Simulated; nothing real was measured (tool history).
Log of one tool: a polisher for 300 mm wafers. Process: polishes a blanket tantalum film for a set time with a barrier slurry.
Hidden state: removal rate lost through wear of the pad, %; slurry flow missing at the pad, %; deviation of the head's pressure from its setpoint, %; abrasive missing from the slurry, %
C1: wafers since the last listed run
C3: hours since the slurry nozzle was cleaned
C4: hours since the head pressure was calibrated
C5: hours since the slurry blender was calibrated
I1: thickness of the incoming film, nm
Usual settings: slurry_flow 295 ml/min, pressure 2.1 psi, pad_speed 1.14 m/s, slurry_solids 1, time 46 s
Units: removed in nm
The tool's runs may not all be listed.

Run 1, day 0: usual settings but pressure 1.8 psi; C1 0; wafers polished on this pad 5505; C3 4.5; C4 750.6; C5 432.1; I1 464.8. Result: removed 68.5 nm.
At day 2.9: head pressure recalibrated.
Run 2, day 7.588: usual settings but time 50 s; C1 2074; wafers polished on this pad 7579; C3 186.6; C4 112.5; C5 614.2; I1 475.5. Result: removed 85.5 nm.
Run 3, day 10.029: usual settings but time 50 s; C1 675; wafers polished on this pad 8255; C3 245.2; C4 171.1; C5 672.8; I1 468.5. Result: removed 85.3 nm.
At day 10.746: worn pad replaced by a new one.
Run 4, day 12.033: usual settings; C1 508; wafers polished on this pad 356; C3 293.3; C4 219.2; C5 720.9; I1 471.9. Result: removed 77.8 nm.
At day 13.483: slurry blender recalibrated.
Run 5, day 13.596: usual settings but pad_speed 1.26 m/s; C1 408; wafers polished on this pad 765; C3 330.8; C4 256.7; C5 2.7; I1 466.2. Result: removed 88.2 nm.
Run 6, day 16.067: usual settings but pressure 2.5 psi; C1 683; wafers polished on this pad 1448; C3 390.1; C4 316; C5 62; I1 460.7. Result: removed 94.4 nm.
Run 7, day 17.896: usual settings but pressure 1.8 psi, pad_speed 1.38 m/s; C1 505; wafers polished on this pad 1954; C3 434; C4 359.9; C5 105.9; I1 467.6. Result: removed 81.6 nm.
Run 8, day 21.517: usual settings; C1 1001; wafers polished on this pad 2955; C3 520.9; C4 446.8; C5 192.8; I1 476.6. Result: removed 79.2 nm.
Run 9, day 23.354: usual settings but pad_speed 1.44 m/s; C1 508; wafers polished on this pad 3463; C3 565; C4 490.9; C5 236.9; I1 468.9. Result: removed 98.2 nm.
Run 10, day 25.042: usual settings but slurry_flow 355 ml/min, slurry_solids 0.9, time 58 s; C1 466; wafers polished on this pad 3929; C3 605.5; C4 531.4; C5 277.4; I1 473.9. Result: removed 100 nm.
Run 11, day 29.142: usual settings but slurry_flow 225 ml/min, pad_speed 1 m/s, slurry_solids 1.1, time 61 s; C1 1133; wafers polished on this pad 5063; C3 703.9; C4 629.8; C5 375.8; I1 468.4. Result: removed 93.8 nm.
At day 33.088: slurry nozzle cleaned.
At day 37.058: head pressure recalibrated.
Run 12, day 39.767: usual settings but slurry_solids 1.1; C1 2903; wafers polished on this pad 7966; C3 160.3; C4 65; C5 630.8; I1 467.3. Result: removed 79.9 nm.
At day 42.312: worn pad replaced by a new one.
Run 13, day 43.667: usual settings but slurry_flow 205 ml/min; C1 1032; wafers polished on this pad 374; C3 253.9; C4 158.6; C5 724.4; I1 464.9. Result: removed 75.1 nm.
Run 14, day 47.146: usual settings but pad_speed 0.86 m/s, time 38 s; C1 961; wafers polished on this pad 1336; C3 337.4; C4 242.1; C5 807.9; I1 469.1. Result: removed 51.1 nm.
At day 48.704: slurry blender recalibrated.
Run 15, day 49.862: usual settings but slurry_flow 390 ml/min, pressure 2.7 psi, pad_speed 0.84 m/s; C1 728; wafers polished on this pad 2064; C3 402.6; C4 307.3; C5 27.8; I1 476.2. Result: removed 80.7 nm.
Run 16, day 51.883: usual settings but slurry_flow 340 ml/min, pad_speed 1.5 m/s; C1 558; wafers polished on this pad 2623; C3 451.1; C4 355.8; C5 76.3; I1 479.3. Result: removed 102.9 nm.
Run 17, day 54.05: usual settings but slurry_solids 1.1; C1 599; wafers polished on this pad 3222; C3 503.1; C4 407.8; C5 128.3; I1 473.2. Result: removed 81.5 nm.
Run 18, day 58.25: usual settings but slurry_flow 345 ml/min, pad_speed 1.42 m/s; C1 1161; wafers polished on this pad 4383; C3 603.9; C4 508.6; C5 229.1; I1 477.3. Result: removed 95.9 nm.
Run 19, day 60.708: usual settings but pad_speed 0.92 m/s; C1 679; wafers polished on this pad 5063; C3 662.9; C4 567.6; C5 288.1; I1 476.5. Result: removed 65.9 nm.
Run 20, day 64.892: usual settings; C1 1156; wafers polished on this pad 6219; C3 763.3; C4 668; C5 388.5; I1 476.6. Result: removed 78.2 nm.
At day 65.271: head pressure recalibrated.
Run 21, day 66.9: usual settings but slurry_flow 215 ml/min, slurry_solids 0.75, time 57 s; C1 532; wafers polished on this pad 6751; C3 811.5; C4 39.1; C5 436.7; I1 470.6. Result: removed 85.7 nm.
Run 22, day 68.45: usual settings; C1 428; wafers polished on this pad 7180; C3 848.7; C4 76.3; C5 473.9; I1 461.8. Result: removed 77.4 nm.
At day 69.088: slurry nozzle cleaned.
Run 23, day 71.338: usual settings but slurry_flow 365 ml/min; C1 786; wafers polished on this pad 7967; C3 54; C4 145.6; C5 543.2; I1 463.6. Result: removed 79.6 nm.
At day 74.571: worn pad replaced by a new one.
Run 24, day 75.012: usual settings but slurry_solids 0.9, time 33 s; C1 970; wafers polished on this pad 121; C3 142.2; C4 233.8; C5 631.4; I1 470.6. Result: removed 54.1 nm.
Run 25, day 78.508: usual settings but slurry_flow 375 ml/min, pad_speed 0.88 m/s, slurry_solids 0.85, time 35 s; C1 966; wafers polished on this pad 1088; C3 226.1; C4 317.7; C5 715.3; I1 465.6. Result: removed 46.9 nm.
Run 26, day 81.95: usual settings but pressure 2.4 psi, pad_speed 1.42 m/s, slurry_solids 1.25, time 40 s; C1 951; wafers polished on this pad 2039; C3 308.7; C4 400.3; C5 797.9; I1 465.4. Result: removed 96.7 nm.
At day 84.325: slurry blender recalibrated.
Run 27, day 85.188: usual settings but slurry_solids 0.8, time 32 s; C1 872; wafers polished on this pad 2911; C3 386.4; C4 478; C5 20.7; I1 467.7. Result: removed 52.5 nm.
Run 28, day 87.025: usual settings but pressure 1.8 psi, pad_speed 0.74 m/s, slurry_solids 0.9; C1 508; wafers polished on this pad 3419; C3 430.5; C4 522.1; C5 64.8; I1 463.3. Result: removed 48 nm.
Run 29, day 90.233: usual settings but time 35 s; C1 887; wafers polished on this pad 4306; C3 507.5; C4 599.1; C5 141.8; I1 470.3. Result: removed 60.8 nm.
Run 30, day 93.529: usual settings but slurry_flow 205 ml/min, pressure 1.4 psi, time 58 s; C1 911; wafers polished on this pad 5218; C3 586.6; C4 678.2; C5 220.9; I1 477.8. Result: removed 66.4 nm.

Forecast each of these 4 alternatives for the next run:
Run A, day 93.546: usual settings but pad_speed 1.04 m/s; C1 4; wafers polished on this pad 5222; C3 587; C4 678.6; C5 221.3; I1 467.2. Result: removed ?.
Run B, day 93.546: usual settings but pad_speed 0.88 m/s, time 55 s; C1 4; wafers polished on this pad 5222; C3 587; C4 678.6; C5 221.3; I1 467.2. Result: removed ?.
Run C, day 93.546: usual settings but slurry_solids 1.15, time 54 s; C1 4; wafers polished on this pad 5222; C3 587; C4 678.6; C5 221.3; I1 467.2. Result: removed ?.
Run D, day 93.546: usual settings but pad_speed 0.98 m/s; C1 4; wafers polished on this pad 5222; C3 587; C4 678.6; C5 221.3; I1 467.2. Result: removed ?.

run  removed
  A     73.5
  B     76.8
  C     96.2
  D       70
Without the tool's hidden state the same runs would have given:
run  removed
  A     74.3
  B     77.7
  C     97.2
  D     70.8
